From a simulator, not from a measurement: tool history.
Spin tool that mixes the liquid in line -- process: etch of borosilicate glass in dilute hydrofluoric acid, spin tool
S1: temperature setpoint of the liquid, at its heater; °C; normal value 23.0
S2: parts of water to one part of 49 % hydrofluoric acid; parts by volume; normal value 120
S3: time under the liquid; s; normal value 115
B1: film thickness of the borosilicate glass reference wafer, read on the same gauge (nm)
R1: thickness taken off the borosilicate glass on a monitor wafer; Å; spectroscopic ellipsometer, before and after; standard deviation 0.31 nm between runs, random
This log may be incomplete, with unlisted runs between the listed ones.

Run 1, hour 0.0: usual settings; B1 150.00. Result: R1 435.5 Å.
Run 2, hour 22.7: usual settings; B1 149.99. Result: R1 434.9 Å.
At hour 46.0: gauge calibrated.
Run 3, hour 113.8: usual settings; B1 150.00. Result: R1 432.7 Å.
Run 4, hour 143.7: usual settings; B1 149.98. Result: R1 439.6 Å.
Run 5, hour 176.5: usual settings; B1 150.03. Result: R1 437.4 Å.
Run 6, hour 265.5: usual settings; B1 150.01. Result: R1 441.1 Å.
At hour 273.1: thermometer replaced.
Run 7, hour 301.0: usual settings; B1 149.98. Result: R1 400.4 Å.
Run 8, hour 322.4: usual settings but S3 90 s; B1 150.01. Result: R1 313.3 Å.
Run 9, hour 346.0: usual settings but S3 90 s; B1 150.02. Result: R1 316.4 Å.
Run 10, hour 377.9: usual settings but S3 90 s; B1 150.01. Result: R1 314.4 Å.
Run 11, hour 398.5: usual settings but S2 145 parts by volume; B1 149.99. Result: R1 322.6 Å.
Run 12, hour 430.3: usual settings but S2 75 parts by volume; B1 150.00. Result: R1 686.2 Å.
Run 13, hour 447.4: usual settings but S2 75 parts by volume; B1 150.03. Result: R1 692.7 Å.
Run 14, hour 480.4: usual settings but S2 75 parts by volume; B1 149.95. Result: R1 680.5 Å.
Run 15, hour 514.9: usual settings; B1 150.00. Result: R1 407.0 Å.
At hour 532.8: hydrofluoric acid flow meter replaced.
Run 16, hour 536.0: usual settings but S2 85 parts by volume, S3 175 s; B1 150.03. Result: R1 903.8 Å.
Run 17, hour 561.7: usual settings but S1 24.5 °C, S2 160 parts by volume, S3 160 s; B1 149.98. Result: R1 421.8 Å.
Run 18, hour 592.0: usual settings but S2 105 parts by volume, S3 55 s; B1 150.02. Result: R1 226.6 Å.
Run 19, hour 615.8: usual settings; B1 149.97. Result: R1 405.1 Å.
Run 20, hour 630.4: usual settings but S1 25.0 °C; B1 150.07. Result: R1 436.3 Å.
Run 21, hour 652.0: usual settings but S1 18.5 °C, S2 70 parts by volume, S3 155 s; B1 149.98. Result: R1 834.8 Å.
Run 22, hour 687.0: usual settings but S1 25.0 °C, S3 90 s; B1 150.01. Result: R1 347.3 Å.
Run 23, hour 714.6: usual settings; B1 149.96. Result: R1 407.9 Å.
Run 24, hour 740.1: usual settings but S2 100 parts by volume; B1 150.01. Result: R1 503.0 Å.
At hour 740.7: gauge calibrated.
Run 25, hour 757.2: usual settings but S1 26.5 °C, S2 80 parts by volume; B1 150.05. Result: R1 739.7 Å.
Run 26, hour 791.6: usual settings but S3 145 s; B1 150.02. Result: R1 513.0 Å.
Run 27, hour 827.3: usual settings but S3 160 s; B1 149.96. Result: R1 563.2 Å.
Run 28, hour 844.7: usual settings but S2 170 parts by volume, S3 180 s; B1 149.98. Result: R1 419.5 Å.
Run 29, hour 866.0: usual settings but S1 21.5 °C, S2 75 parts by volume; B1 150.03. Result: R1 654.8 Å.
Run 30, hour 878.0: usual settings but S2 85 parts by volume, S3 45 s; B1 149.98. Result: R1 234.2 Å.
Run 31, hour 904.3: usual settings but S1 24.5 °C, S2 60 parts by volume, S3 60 s; B1 150.02. Result: R1 489.5 Å.
Run 32, hour 940.0: usual settings; B1 149.97. Result: R1 411.4 Å.
Run 33, hour 961.4: usual settings but S2 140 parts by volume; B1 150.03. Result: R1 345.1 Å.
Run 34, hour 988.3: usual settings; B1 149.98. Result: R1 414.9 Å.

Below are 3 alternative next runs, each starting from the tool's condition after run 34. Predict each:
Run A, hour 988.7: usual settings but S3 95 s; B1 ?. Result: R1 ?.
Run B, hour 988.7: usual settings but S3 70 s; B1 ?. Result: R1 ?.
Run C, hour 988.7: usual settings but S1 20.0 °C, S2 75 parts by volume, S3 180 s; B1 ?. Result: R1 ?.

run      B1     R1
  A  149.99  336.5
  B  149.99  248.0
  C  149.99  953.7
The same runs, with their run-to-run variation unchanged, on a tool lacking any hidden condition would have given:
run     R1
  A  324.7
  B  239.3
  C  918.3
